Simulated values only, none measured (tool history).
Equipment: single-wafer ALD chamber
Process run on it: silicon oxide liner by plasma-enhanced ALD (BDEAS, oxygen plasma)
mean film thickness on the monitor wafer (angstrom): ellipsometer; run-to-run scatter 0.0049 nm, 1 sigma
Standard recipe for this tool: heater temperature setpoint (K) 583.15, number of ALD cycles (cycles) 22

run    hour  heater temperature setpoint (K)  number of ALD cycles (cycles)  read-back reference wafer on the same gauge, thickness_nm  mean film thickness on the monitor wafer (angstrom)
  1       0                           583.15                             20                                                      1.837                                                17.95
  2    51.7                           589.15                             22                                                       1.84                                                19.61
  3   104.9                           589.15                             22                                                      1.839                                                19.53
  4   161.9                           589.15                             22                                                      1.844                                                19.62
  5   262.6                           580.15                             22                                                      1.844                                                19.93
  6   334.6                           580.15                             22                                                      1.846                                                19.79
  7   403.3                           580.15                             22                                                      1.849                                                19.89
  8   452.5                           577.15                             22                                                      1.852                                                19.97
  9   519.7                           577.15                             22                                                      1.852                                                19.94
 10   607.1                           577.15                             22                                                      1.855                                                19.98
 11     714                           583.15                             22                                                      1.856                                                19.92
 12   801.4                           583.15                             22                                                      1.816                                                19.41
 13   842.7                           583.15                             22                                                      1.818                                                19.49
 14   917.4                           583.15                             22                                                      1.821                                                19.44
 15  1020.3                           595.15                             26                                                      1.823                                                22.75
 16    1120                           583.15                             19                                                      1.827                                                16.92
 17    1165                           594.15                             26                                                      1.827                                                 22.8
 18  1228.6                           569.15                             19                                                      1.828                                                 17.3
 19  1331.7                           595.15                             25                                                      1.833                                                   22
 20  1407.3                           576.15                             22                                                      1.835                                                 19.8
 21  1514.2                           572.15                             20                                                      1.837                                                   18
 22  1555.5                           583.15                             24                                                      1.838                                                21.53
 23  1632.2                           598.15                             24                                                      1.841                                                20.96
 24  1721.2                           583.15                             23                                                      1.842                                                20.56

Not shown here: 2 entries made in the log between runs. Locate each between two listed runs and compare the hidden state at the listed run before it with the hidden state at the listed run after it:
Between runs 11 and 12: gauge calibrated (hour 788.3); thermocouple changed; heater temperature recalibrated (hour 800.7)
  gauge reads high (%): 2.09 -> -0.18
  difference, measured minus the result without the unlogged condition, mean film thickness on the monitor wafer (angstrom): +0.41 -> -0.04
